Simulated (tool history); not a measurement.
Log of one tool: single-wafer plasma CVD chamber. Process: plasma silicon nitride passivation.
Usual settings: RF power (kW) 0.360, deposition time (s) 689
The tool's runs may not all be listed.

| run | hour | RF power (kW) | deposition time (s) | wafers since the last listed run | hours since the last RF generator calibration | hours since the showerhead was replaced | hours since the gauge calibration | read-back reference wafer on the same gauge, thickness_nm | mean film thickness on the monitor wafer (angstrom) |
|---|---|---|---|---|---|---|---|---|---|
| 1 | 0.0 | 0.335 | 620 | 0 | 988.3 | 7631.0 | 643.8 | 879.889 | 8267.54 |
| 2 | 75.1 | 0.335 | 620 | 126 | 1063.4 | 7706.1 | 718.9 | 883.295 | 8295.58 |
| 3 | 127.6 | 0.335 | 620 | 88 | 1115.9 | 7758.6 | 771.4 | 879.281 | 8270.19 |
| 4 | 172.9 | 0.360 | 660 | 76 | 1161.2 | 7803.9 | 816.7 | 880.828 | 9089.17 |
| 5 | 226.5 | 0.360 | 660 | 90 | 1214.8 | 7857.5 | 870.3 | 880.263 | 9015.14 |
| 6 | 313.8 | 0.360 | 689 | 146 | 1302.1 | 7944.8 | 957.6 | 880.686 | 9441.31 |
|  | 327.6 | RF generator calibrated |
| 7 | 384.6 | 0.360 | 689 | 105 | 57.0 | 8015.6 | 1028.4 | 879.185 | 9708.25 |
| 8 | 480.0 | 0.360 | 689 | 160 | 152.4 | 8111.0 | 1123.8 | 878.869 | 9687.16 |
| 9 | 558.7 | 0.360 | 689 | 132 | 231.1 | 8189.7 | 1202.5 | 880.035 | 9719.98 |
| 10 | 599.5 | 0.360 | 689 | 68 | 271.9 | 8230.5 | 1243.3 | 880.324 | 9695.75 |
| 11 | 702.2 | 0.360 | 689 | 172 | 374.6 | 8333.2 | 1346.0 | 879.840 | 9702.51 |
| 12 | 790.1 | 0.360 | 689 | 147 | 462.5 | 8421.1 | 1433.9 | 880.715 | 9715.30 |
| 13 | 831.4 | 0.360 | 689 | 69 | 503.8 | 8462.4 | 1475.2 | 880.042 | 9677.81 |
| 14 | 930.2 | 0.360 | 689 | 165 | 602.6 | 8561.2 | 1574.0 | 882.946 | 9620.30 |
| 15 | 1010.2 | 0.360 | 689 | 134 | 682.6 | 8641.2 | 1654.0 | 879.636 | 9619.10 |
| 16 | 1070.8 | 0.360 | 689 | 101 | 743.2 | 8701.8 | 1714.6 | 880.167 | 9616.29 |
|  | 1086.7 | showerhead replaced |
| 17 | 1127.1 | 0.360 | 689 | 81 | 799.5 | 40.4 | 1770.9 | 880.022 | 9628.07 |
| 18 | 1221.4 | 0.360 | 689 | 158 | 893.8 | 134.7 | 1865.2 | 880.762 | 9498.37 |
| 19 | 1296.4 | 0.360 | 689 | 126 | 968.8 | 209.7 | 1940.2 | 879.006 | 9575.54 |
| 20 | 1387.3 | 0.385 | 689 | 152 | 1059.7 | 300.6 | 2031.1 | 879.945 | 9786.12 |
| 21 | 1424.1 | 0.385 | 689 | 61 | 1096.5 | 337.4 | 2067.9 | 880.335 | 9761.24 |
|  | 1648.0 | RF generator calibrated |
| 22 | 1686.9 | 0.360 | 689 | 428 | 38.9 | 600.2 | 2330.7 | 881.749 | 9795.62 |
| 23 | 1780.0 | 0.405 | 635 | 156 | 132.0 | 693.3 | 2423.8 | 880.092 | 9455.46 |
| 24 | 1853.7 | 0.360 | 689 | 123 | 205.7 | 767.0 | 2497.5 | 880.700 | 9723.60 |
| 25 | 1894.8 | 0.310 | 623 | 69 | 246.8 | 808.1 | 2538.6 | 878.192 | 8215.73 |
| 26 | 1936.9 | 0.325 | 622 | 70 | 288.9 | 850.2 | 2580.7 | 879.157 | 8348.06 |
|  | 2026.7 | gauge calibrated |
| 27 | 2036.5 | 0.360 | 689 | 167 | 388.5 | 949.8 | 9.8 | 879.758 | 9665.99 |
| 28 | 2103.1 | 0.325 | 689 | 111 | 455.1 | 1016.4 | 76.4 | 882.756 | 9185.52 |
| 29 | 2185.6 | 0.395 | 603 | 138 | 537.6 | 1098.9 | 158.9 | 882.163 | 8834.26 |
| 30 | 2251.8 | 0.430 | 689 | 111 | 603.8 | 1165.1 | 225.1 | 880.184 | 10388.89 |
| 31 | 2333.4 | 0.305 | 800 | 137 | 685.4 | 1246.7 | 306.7 | 881.968 | 10384.00 |
| 32 | 2429.4 | 0.320 | 801 | 161 | 781.4 | 1342.7 | 402.7 | 882.311 | 10587.77 |
| 33 | 2527.8 | 0.390 | 607 | 165 | 879.8 | 1441.1 | 501.1 | 878.968 | 8684.31 |
| 34 | 2619.7 | 0.325 | 767 | 154 | 971.7 | 1533.0 | 593.0 | 881.431 | 10135.65 |
| 35 | 2688.0 | 0.430 | 796 | 114 | 1040.0 | 1601.3 | 661.3 | 879.869 | 11726.88 |
| 36 | 2790.3 | 0.405 | 617 | 171 | 1142.3 | 1703.6 | 763.6 | 880.466 | 8859.17 |
| 37 | 2891.2 | 0.420 | 770 | 169 | 1243.2 | 1804.5 | 864.5 | 880.992 | 11319.79 |
| 38 | 2953.5 | 0.360 | 689 | 104 | 1305.5 | 1866.8 | 926.8 | 881.185 | 9514.03 |
|  | 3029.7 | RF generator calibrated |
| 39 | 3039.7 | 0.360 | 733 | 131 | 10.0 | 1953.0 | 1013.0 | 880.629 | 10396.82 |
| 40 | 3143.3 | 0.360 | 689 | 174 | 113.6 | 2056.6 | 1116.6 | 879.999 | 9620.50 |
| 41 | 3461.1 | 0.405 | 635 | 533 | 431.4 | 2374.4 | 1434.4 | 881.386 | 9312.90 |
| 42 | 3529.4 | 0.420 | 578 | 114 | 499.7 | 2442.7 | 1502.7 | 878.303 | 8621.96 |
| 43 | 3574.5 | 0.290 | 764 | 75 | 544.8 | 2487.8 | 1547.8 | 880.004 | 9662.82 |

4 ways to go on from here, each from the tool as it stands after run 43. What would each give?
| A | 3575.1 | 0.390 | 689 | 1 | 545.4 | 2488.4 | 1548.4 | ? | ? |
| B | 3575.1 | 0.335 | 689 | 1 | 545.4 | 2488.4 | 1548.4 | ? | ? |
| C | 3575.1 | 0.315 | 584 | 1 | 545.4 | 2488.4 | 1548.4 | ? | ? |
| D | 3575.1 | 0.305 | 599 | 1 | 545.4 | 2488.4 | 1548.4 | ? | ? |

| run | read-back reference wafer on the same gauge, thickness_nm | mean film thickness on the monitor wafer (angstrom) |
|---|---|---|
| A | 880.665 | 9938.13 |
| B | 880.665 | 9313.57 |
| C | 880.665 | 7679.48 |
| D | 880.665 | 7760.99 |
Without the tool's hidden state the same runs would have given:
| run | mean film thickness on the monitor wafer (angstrom) |
|---|---|
| A | 10094.70 |
| B | 9460.30 |
| C | 7800.47 |
| D | 7883.26 |

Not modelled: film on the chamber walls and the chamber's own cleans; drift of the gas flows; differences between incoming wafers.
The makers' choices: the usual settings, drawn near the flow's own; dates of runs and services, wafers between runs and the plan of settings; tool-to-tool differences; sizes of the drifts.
